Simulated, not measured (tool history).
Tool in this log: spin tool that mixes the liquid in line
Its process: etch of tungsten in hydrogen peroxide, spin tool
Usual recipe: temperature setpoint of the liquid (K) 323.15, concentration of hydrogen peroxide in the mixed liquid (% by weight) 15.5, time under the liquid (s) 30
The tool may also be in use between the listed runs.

run    hour  temperature setpoint of the liquid (K)  concentration of hydrogen peroxide in the mixed liquid (% by weight)  time under the liquid (s)  wafers since the last listed run  hours since the thermometer was replaced  hours since the peroxide flow meter was replaced  hours since the heated supply line was repaired  hours since the drum of peroxide was connected  hours since the gauge calibration  read-back film thickness of the tungsten reference wafer, read on the same gauge (nm)  thickness taken off the tungsten on a monitor wafer (nm)
  1     0.0                                  323.15                                                                  15.5                         25                                 0                                    1197.0                                             107.3                                           1955.5                                           199.4                               57.1                                                                                  29.87                                                     56.08
  2    46.7                                  323.15                                                                  15.5                         25                               578                                    1243.7                                             154.0                                           2002.2                                           246.1                              103.8                                                                                  29.83                                                     56.01
  3    83.3                                  323.15                                                                  15.5                         25                               453                                    1280.3                                             190.6                                           2038.8                                           282.7                              140.4                                                                                  29.82                                                     56.50
      102.3  -- new drum of peroxide connected
  4   149.3                                  323.15                                                                  15.5                         30                               805                                    1346.3                                             256.6                                           2104.8                                            47.0                              206.4                                                                                  29.80                                                     67.87
  5   194.9                                  323.15                                                                  15.5                         30                               565                                    1391.9                                             302.2                                           2150.4                                            92.6                              252.0                                                                                  29.83                                                     67.36
  6   246.4                                  323.15                                                                  15.5                         30                               638                                    1443.4                                             353.7                                           2201.9                                           144.1                              303.5                                                                                  29.74                                                     67.74
  7   308.7                                  323.15                                                                  15.5                         45                               772                                    1505.7                                             416.0                                           2264.2                                           206.4                              365.8                                                                                  29.66                                                    100.51
  8   346.6                                  323.15                                                                  15.5                         30                               469                                    1543.6                                             453.9                                           2302.1                                           244.3                              403.7                                                                                  29.70                                                     67.78
  9   401.8                                  323.15                                                                  15.5                         30                               684                                    1598.8                                             509.1                                           2357.3                                           299.5                              458.9                                                                                  29.60                                                     67.54
 10   459.5                                  323.15                                                                  15.5                         30                               715                                    1656.5                                             566.8                                           2415.0                                           357.2                              516.6                                                                                  29.52                                                     66.59
      461.3  -- heated supply line repaired
      484.3  -- thermometer replaced
      484.8  -- new drum of peroxide connected
 11   526.1                                  318.15                                                                  18.5                         30                               794                                      41.8                                             633.4                                             64.8                                            41.3                              583.2                                                                                  29.44                                                     52.87
 12   560.1                                  318.15                                                                  18.5                         30                               421                                      75.8                                             667.4                                             98.8                                            75.3                              617.2                                                                                  29.42                                                     53.11
 13   588.8                                  330.15                                                                  15.5                         30                               355                                     104.5                                             696.1                                            127.5                                           104.0                              645.9                                                                                  29.36                                                    100.70
 14   613.1                                  332.65                                                                  18.0                         15                               301                                     128.8                                             720.4                                            151.8                                           128.3                              670.2                                                                                  29.34                                                     62.93
 15   643.4                                  323.15                                                                  15.5                         30                               375                                     159.1                                             750.7                                            182.1                                           158.6                              700.5                                                                                  29.22                                                     66.11
 16   707.6                                  331.65                                                                  15.5                         30                               795                                     223.3                                             814.9                                            246.3                                           222.8                              764.7                                                                                  29.15                                                    109.27
 17   744.1                                  323.15                                                                  15.5                         30                               452                                     259.8                                             851.4                                            282.8                                           259.3                              801.2                                                                                  29.08                                                     65.74
      779.6  -- new drum of peroxide connected
 18   805.6                                  323.15                                                                  15.5                         30                               750                                     321.3                                             912.9                                            344.3                                            26.0                              862.7                                                                                  28.95                                                     66.10
      823.9  -- gauge calibrated
      840.3  -- peroxide flow meter replaced
 19   870.0                                  315.15                                                                  14.0                         20                               785                                     385.7                                              29.7                                            408.7                                            90.4                               46.1                                                                                  30.26                                                     25.92
 20   922.2                                  323.15                                                                  15.5                         25                               647                                     437.9                                              81.9                                            460.9                                           142.6                               98.3                                                                                  30.30                                                     57.00
 21   982.9                                  314.15                                                                  15.5                         30                               752                                     498.6                                             142.6                                            521.6                                           203.3                              159.0                                                                                  30.21                                                     38.66
 22  1043.5                                  318.65                                                                  15.5                         20                               751                                     559.2                                             203.2                                            582.2                                           263.9                              219.6                                                                                  30.20                                                     34.40
 23  1073.7                                  323.15                                                                  19.0                         30                               374                                     589.4                                             233.4                                            612.4                                           294.1                              249.8                                                                                  30.14                                                     75.20
 24  1123.1                                  315.65                                                                  12.0                         40                               612                                     638.8                                             282.8                                            661.8                                           343.5                              299.2                                                                                  30.17                                                     50.15

For each run, what was the tool's unlogged condition?
liquid colder than its thermometer reads (K): 0, the same for each run
peroxide flow below the setpoint (%): 0, the same for each run
temperature lost on the way to the wafer (K): 0, the same for each run
peroxide weaker than its label (%): 0, the same for each run
H1: gauge reads high (%)
run      H1
  1  -0.458
  2  -0.488
  3  -0.525
  4  -0.618
  5  -0.703
  6  -0.819
  7  -0.989
  8   -1.11
  9    -1.3
 10   -1.53
 11   -1.83
 12      -2
 13   -2.14
 14   -2.27
 15   -2.44
 16   -2.83
 17   -3.06
 18   -3.48
 19   0.845
 20   0.814
 21   0.751
 22   0.657
 23     0.6
 24   0.489
